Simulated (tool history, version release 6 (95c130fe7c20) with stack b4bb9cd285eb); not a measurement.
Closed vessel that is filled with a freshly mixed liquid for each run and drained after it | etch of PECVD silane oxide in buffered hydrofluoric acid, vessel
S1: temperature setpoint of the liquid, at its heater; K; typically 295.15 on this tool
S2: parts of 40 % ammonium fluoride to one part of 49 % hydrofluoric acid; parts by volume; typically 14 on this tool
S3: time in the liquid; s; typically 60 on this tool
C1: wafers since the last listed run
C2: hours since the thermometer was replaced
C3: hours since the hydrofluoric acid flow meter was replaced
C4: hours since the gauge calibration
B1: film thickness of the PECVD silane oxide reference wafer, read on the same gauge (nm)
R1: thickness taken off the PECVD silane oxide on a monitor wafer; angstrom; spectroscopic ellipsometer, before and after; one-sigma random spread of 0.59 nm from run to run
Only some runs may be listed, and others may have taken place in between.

run,hour,S1,S2,S3,C1,C2,C3,C4,B1,R1
1,0,295.15,14,60,0,638.3,1160.4,337.7,109.96,2036.8
# hour 21: thermometer replaced
2,76.8,295.15,14,60,7637,55.8,1237.2,414.5,109.98,1949.5
3,180.1,295.15,14,60,10408,159.1,1340.5,517.8,109.97,1947.5
4,263.2,298.65,14,60,8372,242.2,1423.6,600.9,110.01,2384.9
5,361.8,295.15,16,60,9934,340.8,1522.2,699.5,109.98,1740.5
6,443.2,295.15,16,60,8201,422.2,1603.6,780.9,109.97,1754.8
7,506.5,298.15,18,60,6377,485.5,1666.9,844.2,110.03,1844
8,611.4,298.15,18,60,10569,590.4,1771.8,949.1,109.94,1849.8
# hour 633.5: thermometer replaced
9,703,298.15,18,60,9128,69.5,1863.4,1040.7,109.99,1788.7
10,759.2,295.15,14,60,5662,125.7,1919.6,1096.9,110.02,1958.2
11,828.1,295.15,15.5,70,6942,194.6,1988.5,1165.8,109.97,2064.2
12,934.6,295.15,14,60,10730,301.1,2095,1272.3,109.98,1975.7
13,1001.2,295.15,14,60,6710,367.7,2161.6,1338.9,110.03,1980.4
# hour 1053.6: hydrofluoric acid flow meter replaced
14,1082.6,295.15,17.5,60,8100,449.1,29,1420.3,109.99,1603.9
15,1149.2,290.65,18.5,85,6710,515.7,95.6,1486.9,109.97,1675.2
# hour 1199.4: thermometer replaced
16,1240.8,293.15,14,60,9128,41.4,187.2,1578.5,109.97,1735.2
# hour 1298.3: gauge calibrated
17,1309.7,295.15,14,85,6942,110.3,256.1,11.4,109.98,2764.4
18,1371.3,295.15,14,60,6206,171.9,317.7,73,109.99,1967.4
19,1444.5,293.15,12.5,60,7375,245.1,390.9,146.2,110.02,1968.1
20,1537.6,295.15,9,60,9380,338.2,484,239.3,110,2947
21,1622.3,295.15,14,60,8534,422.9,568.7,324,109.99,1982.4
22,1670.9,295.15,16.5,60,4896,471.5,617.3,372.6,110.02,1692.1
23,1714.8,295.15,10,85,4423,515.4,661.2,416.5,109.94,3927.1
24,1805.8,299.15,14,40,9168,606.4,752.2,507.5,110.01,1670.9
# hour 1864.3: thermometer replaced
25,1911.7,297.65,11,30,10569,47.4,858.1,613.4,109.99,1411.6
26,1959.8,293.65,9.5,75,4846,95.5,906.2,661.5,109.94,3195.8
27,2011.3,295.15,14,60,5189,147,957.7,713,110.02,1960.4

State the hidden condition of the tool at each of the runs:
hydrofluoric acid flow above the setpoint (%): 0 across all the runs
gauge reads high (%): 0 across all the runs
H1: liquid hotter than its thermometer reads (K)
run,H1
1,0.858
2,0.0743
3,0.199
4,0.299
5,0.418
6,0.516
7,0.592
8,0.718
9,0.0993
10,0.167
11,0.25
12,0.378
13,0.458
14,0.556
15,0.637
16,0.075
17,0.158
18,0.232
19,0.32
20,0.432
21,0.534
22,0.593
23,0.646
24,0.755
25,0.0718
26,0.13
27,0.192
